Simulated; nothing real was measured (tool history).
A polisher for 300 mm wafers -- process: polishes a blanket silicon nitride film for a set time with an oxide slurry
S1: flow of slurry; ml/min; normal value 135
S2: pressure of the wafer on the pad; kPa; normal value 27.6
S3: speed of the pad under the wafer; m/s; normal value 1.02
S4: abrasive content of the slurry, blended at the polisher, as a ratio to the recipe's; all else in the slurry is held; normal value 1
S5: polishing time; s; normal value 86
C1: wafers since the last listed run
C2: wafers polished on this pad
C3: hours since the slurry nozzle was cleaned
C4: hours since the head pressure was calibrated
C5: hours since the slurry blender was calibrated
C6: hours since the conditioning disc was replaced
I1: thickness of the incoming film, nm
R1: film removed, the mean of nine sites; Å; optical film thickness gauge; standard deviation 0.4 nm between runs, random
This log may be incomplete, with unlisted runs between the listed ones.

run	hour	S1	S2	S3	S4	S5	C1	C2	C3	C4	C5	C6	I1	R1
1	0	135	27.6	1.02	1	86	0	441	681	399.3	6.6	147.7	443.8	525
2	32.7	135	27.6	1.02	1	86	224	666	713.7	432	39.3	180.4	449.2	524
3	51.3	135	27.6	1.02	1	86	127	794	732.3	450.6	57.9	199	444.1	526
4	70.1	135	27.6	1.2	1	86	129	924	751.1	469.4	76.7	217.8	436.5	573
5	101.9	135	27.6	1.2	1	86	218	1142	782.9	501.2	108.5	249.6	434.5	584
# hour 113.4: worn pad replaced by a new one
# hour 122.8: conditioning disc replaced and pad reconditioned
6	123.3	135	27.6	1.2	1	86	105	54	804.3	522.6	129.9	0.5	436.2	587
7	190.5	135	27.6	1.02	1	86	462	516	871.5	589.8	197.1	67.7	435.6	503
# hour 198.8: slurry blender recalibrated
8	202.5	135	27.6	1.02	1	86	68	584	883.5	601.8	3.7	79.7	446.9	509
9	217.3	135	17.9	1.02	1	86	101	686	898.3	616.6	18.5	94.5	446.4	326
# hour 225.9: slurry nozzle cleaned
10	289.5	175	27.6	1.02	1	86	489	1176	63.6	688.8	90.7	166.7	446.2	556
11	312.1	135	27.6	1.02	1	86	155	1331	86.2	711.4	113.3	189.3	443.5	535
# hour 338.8: worn pad replaced by a new one
12	342.8	120	23.4	0.7	1	86	183	27	116.9	742.1	144	220	436.5	343
13	375.5	135	27.6	1.02	1	68	224	252	149.6	774.8	176.7	252.7	444.6	427
# hour 382.5: head pressure recalibrated
14	388.5	160	24.8	1.02	0.8	78	75	327	162.6	6	189.7	265.7	448.9	371
# hour 399.6: conditioning disc replaced and pad reconditioned
# hour 409.4: slurry blender recalibrated
15	418.8	135	27.6	0.68	1	86	180	508	192.9	36.3	9.4	19.2	440.8	403
16	453.2	135	27.6	1.02	1	86	236	745	227.3	70.7	43.8	53.6	435.5	536
17	485.9	135	27.6	1.02	1	65	224	970	260	103.4	76.5	86.3	444.3	403
# hour 517.7: worn pad replaced by a new one
18	518.2	175	22.8	1.28	0.9	86	194	3	292.3	135.7	108.8	118.6	437.1	496
19	536.7	115	27.6	0.9	1	86	127	130	310.8	154.2	127.3	137.1	433.5	478
20	554	135	27.6	1.02	1	86	118	249	328.1	171.5	144.6	154.4	436.2	538
21	581.5	135	27.6	1.02	1	86	189	438	355.6	199	172.1	181.9	439.9	527
22	610.4	135	27.6	1.02	1	86	198	637	384.5	227.9	201	210.8	429.7	537
23	626.4	110	27.6	0.9	1.15	96	110	747	400.5	243.9	217	226.8	435.4	567
# hour 629.2: slurry blender recalibrated
24	648.7	135	27.6	1.02	1	86	139	887	422.8	266.2	19.5	249.1	437.1	530
# hour 710.4: worn pad replaced by a new one
25	725.6	135	30.3	1.26	1	86	501	104	499.7	343.1	96.4	326	446.4	685

What the log doesn't show, run by run:
removal rate lost through wear of the pad, %: 0 on each run
deviation of the head's pressure from its setpoint, %: 0 on each run
abrasive missing from the slurry, %: 0 on each run
time polished since the conditioner stopped cutting, s: 0 on each run
H1: slurry flow missing at the pad, %
run	H1
1	21.1
2	23.1
3	24.3
4	25.5
5	27.7
6	29.2
7	34.2
8	35.2
9	36.3
10	1.46
11	1.61
12	1.89
13	2.28
14	2.46
15	2.94
16	3.58
17	4.29
18	5.09
19	5.59
20	6.08
21	6.92
22	7.87
23	8.43
24	9.25
25	12.4
